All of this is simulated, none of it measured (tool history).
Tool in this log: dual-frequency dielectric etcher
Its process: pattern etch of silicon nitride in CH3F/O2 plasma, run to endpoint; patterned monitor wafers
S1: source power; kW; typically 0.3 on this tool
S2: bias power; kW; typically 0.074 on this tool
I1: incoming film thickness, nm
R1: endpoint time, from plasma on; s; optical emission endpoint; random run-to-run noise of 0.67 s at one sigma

{"run": 1, "hour": 0.0, "S1": 0.3, "S2": 0.074, "I1": 71.6, "R1": 78.4}
{"run": 2, "hour": 29.6, "S1": 0.3, "S2": 0.074, "I1": 72, "R1": 79.5}
{"run": 3, "hour": 55.0, "S1": 0.3, "S2": 0.074, "I1": 72.4, "R1": 82}
{"run": 4, "hour": 76.8, "S1": 0.26, "S2": 0.088, "I1": 71.8, "R1": 78.4}
{"run": 5, "hour": 104.5, "S1": 0.26, "S2": 0.088, "I1": 72.4, "R1": 79.4}
{"run": 6, "hour": 123.4, "S1": 0.26, "S2": 0.088, "I1": 72.8, "R1": 80.5}
{"run": 7, "hour": 158.0, "S1": 0.3, "S2": 0.074, "I1": 72.2, "R1": 82.4}
{"hour": 189.8, "done": "wet clean of the chamber"}
{"run": 8, "hour": 190.3, "S1": 0.3, "S2": 0.088, "I1": 72, "R1": 71.7}
{"run": 9, "hour": 204.8, "S1": 0.3, "S2": 0.088, "I1": 72.2, "R1": 72.7}
{"run": 10, "hour": 236.0, "S1": 0.3, "S2": 0.088, "I1": 73.5, "R1": 72.9}
{"run": 11, "hour": 271.4, "S1": 0.24, "S2": 0.074, "I1": 72.5, "R1": 80.4}
{"run": 12, "hour": 284.1, "S1": 0.24, "S2": 0.074, "I1": 72.6, "R1": 81.3}
{"run": 13, "hour": 319.3, "S1": 0.3, "S2": 0.074, "I1": 71.3, "R1": 76.6}
{"hour": 334.8, "done": "source power generator calibrated"}
{"run": 14, "hour": 340.8, "S1": 0.3, "S2": 0.074, "I1": 71.8, "R1": 75.8}
{"run": 15, "hour": 353.6, "S1": 0.3, "S2": 0.074, "I1": 72.6, "R1": 78.5}
{"run": 16, "hour": 383.0, "S1": 0.3, "S2": 0.074, "I1": 72, "R1": 77.9}
{"run": 17, "hour": 408.0, "S1": 0.3, "S2": 0.074, "I1": 72.7, "R1": 78.7}
{"run": 18, "hour": 443.1, "S1": 0.3, "S2": 0.074, "I1": 72.2, "R1": 79}
{"run": 19, "hour": 471.9, "S1": 0.3, "S2": 0.074, "I1": 71.7, "R1": 78}
{"run": 20, "hour": 487.3, "S1": 0.3, "S2": 0.067, "I1": 72.4, "R1": 82.7}
{"run": 21, "hour": 510.5, "S1": 0.37, "S2": 0.087, "I1": 72.1, "R1": 71.1}
{"hour": 534.9, "done": "upper electrode replaced"}
{"run": 22, "hour": 535.4, "S1": 0.3, "S2": 0.074, "I1": 72.2, "R1": 79}
{"run": 23, "hour": 542.5, "S1": 0.3, "S2": 0.074, "I1": 73.7, "R1": 80.9}
{"run": 24, "hour": 577.5, "S1": 0.36, "S2": 0.085, "I1": 72.5, "R1": 73.3}
{"hour": 602.1, "done": "wet clean of the chamber"}
{"run": 25, "hour": 602.6, "S1": 0.3, "S2": 0.081, "I1": 71.8, "R1": 74.7}
{"run": 26, "hour": 607.0, "S1": 0.36, "S2": 0.067, "I1": 72.4, "R1": 76.7}
{"run": 27, "hour": 629.9, "S1": 0.3, "S2": 0.091, "I1": 70.7, "R1": 70.5}
{"hour": 651.9, "done": "bias power generator calibrated"}
{"run": 28, "hour": 658.7, "S1": 0.25, "S2": 0.074, "I1": 72.6, "R1": 82.1}
{"run": 29, "hour": 682.6, "S1": 0.23, "S2": 0.082, "I1": 71.7, "R1": 78.4}
{"run": 30, "hour": 709.5, "S1": 0.27, "S2": 0.084, "I1": 72.7, "R1": 76.9}
{"run": 31, "hour": 732.3, "S1": 0.3, "S2": 0.074, "I1": 71.4, "R1": 78.7}
{"run": 32, "hour": 757.3, "S1": 0.33, "S2": 0.085, "I1": 72.2, "R1": 74.3}
{"run": 33, "hour": 774.9, "S1": 0.36, "S2": 0.059, "I1": 72.7, "R1": 83}
{"run": 34, "hour": 806.8, "S1": 0.23, "S2": 0.092, "I1": 72.7, "R1": 79}
{"run": 35, "hour": 829.7, "S1": 0.3, "S2": 0.074, "I1": 72.5, "R1": 81.4}

Table of differences, measured result less the result of that run with no hidden state. Run-to-run variation is the same in both. Gauge scatter possibly is not:
Hidden conditions of the tool in this case: etch rate over this chamber's usual, %; source power that arrives over what is set, %; bias power that arrives over what is set, %.
run=1 R1=+2.9
run=2 R1=+3.2
run=3 R1=+3.6
run=4 R1=+3.6
run=5 R1=+3.9
run=6 R1=+4.2
run=7 R1=+4.6
run=8 R1=-0.7
run=9 R1=-0.5
run=10 R1=-0.3
run=11 R1=+0
run=12 R1=+0.1
run=13 R1=+0.4
run=14 R1=+0.6
run=15 R1=+0.8
run=16 R1=+1
run=17 R1=+1.3
run=18 R1=+1.6
run=19 R1=+1.8
run=20 R1=+2.1
run=21 R1=+2
run=22 R1=+2.4
run=23 R1=+2.6
run=24 R1=+2.6
run=25 R1=+0.3
run=26 R1=+0.4
run=27 R1=+0.6
run=28 R1=+1
run=29 R1=+1.1
run=30 R1=+1.3
run=31 R1=+1.6
run=32 R1=+1.7
run=33 R1=+2.1
run=34 R1=+2.3
run=35 R1=+2.5
